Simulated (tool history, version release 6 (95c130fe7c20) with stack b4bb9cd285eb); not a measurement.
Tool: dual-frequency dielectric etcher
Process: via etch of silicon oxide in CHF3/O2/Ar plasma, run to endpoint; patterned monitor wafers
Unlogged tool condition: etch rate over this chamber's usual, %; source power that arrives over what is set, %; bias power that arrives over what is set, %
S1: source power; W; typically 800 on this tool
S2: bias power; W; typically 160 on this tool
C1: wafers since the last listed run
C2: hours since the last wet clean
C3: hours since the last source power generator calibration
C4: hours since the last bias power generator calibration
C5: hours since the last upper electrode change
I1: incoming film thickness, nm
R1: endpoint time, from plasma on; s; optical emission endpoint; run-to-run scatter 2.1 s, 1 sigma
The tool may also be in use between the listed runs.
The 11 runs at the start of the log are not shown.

run,day,S1,S2,C1,C2,C3,C4,C5,I1,R1
12,11.258,800,136,204,346.4,1441.1,131.8,1985.4,592.9,306.2
13,12.096,680,174,120,366.5,1461.2,151.9,2005.5,584.8,307.9
# day 15.471: source power generator calibrated
14,16.467,800,128,606,471.4,23.9,256.8,2110.4,593.9,299.7
15,16.979,800,160,73,483.7,36.2,269.1,2122.7,594.7,281.8
16,18.267,700,160,185,514.6,67.1,300.0,2153.6,597.6,304.9
# day 19.421: upper electrode replaced
# day 19.892: wet clean of the chamber
17,19.912,870,148,25,0.5,106.6,339.5,11.8,601.6,275.1
18,20.658,910,181,107,18.4,124.5,357.4,29.7,590.4,245.8
19,22.142,690,134,213,54.0,160.1,393.0,65.3,595.4,332.3
20,22.658,680,160,74,66.4,172.5,405.4,77.7,591.0,308.6
21,24.138,890,188,213,101.9,208.0,440.9,113.2,593.8,248.3
22,25.383,800,160,179,131.8,237.9,470.8,143.1,588.7,278.8
23,26.754,800,160,197,164.7,270.8,503.7,176.0,588.5,281.8
24,27.267,800,160,73,177.0,283.1,516.0,188.3,589.9,282.5
25,28.025,960,173,109,195.2,301.3,534.2,206.5,594.2,245.7
26,28.692,890,180,96,211.2,317.3,550.2,222.5,588.4,253.4
27,29.742,800,160,151,236.4,342.5,575.4,247.7,594.7,285.5
28,30.650,870,175,130,258.2,364.3,597.2,269.5,598.0,262.3
29,31.525,800,160,126,279.2,385.3,618.2,290.5,594.1,284.6
30,32.158,660,140,91,294.4,400.5,633.4,305.7,594.8,341.9
31,32.750,640,160,85,308.6,414.7,647.6,319.9,591.0,329.8
32,33.638,740,181,127,329.9,436.0,668.9,341.2,592.6,284.3
33,34.854,600,135,175,359.1,465.2,698.1,370.4,591.6,367.5
34,36.346,910,160,215,394.9,501.0,733.9,406.2,591.4,260.7
35,37.133,850,160,113,413.8,519.9,752.8,425.1,594.8,271.7
36,38.408,800,127,183,444.4,550.5,783.4,455.7,590.1,304.6

3 options for the next run, each taken on its own from the tool as it stands now. Forecast them:
A,38.429,800,199,3,444.9,551.0,783.9,456.2,586.1,?
B,38.429,890,176,3,444.9,551.0,783.9,456.2,586.1,?
C,38.429,800,133,3,444.9,551.0,783.9,456.2,586.1,?

run,R1
A,263.6
B,258.3
C,303.0
With the hidden condition removed and each run's random variation left untouched, the same runs would have given:
run,R1
A,258.7
B,253.5
C,297.3
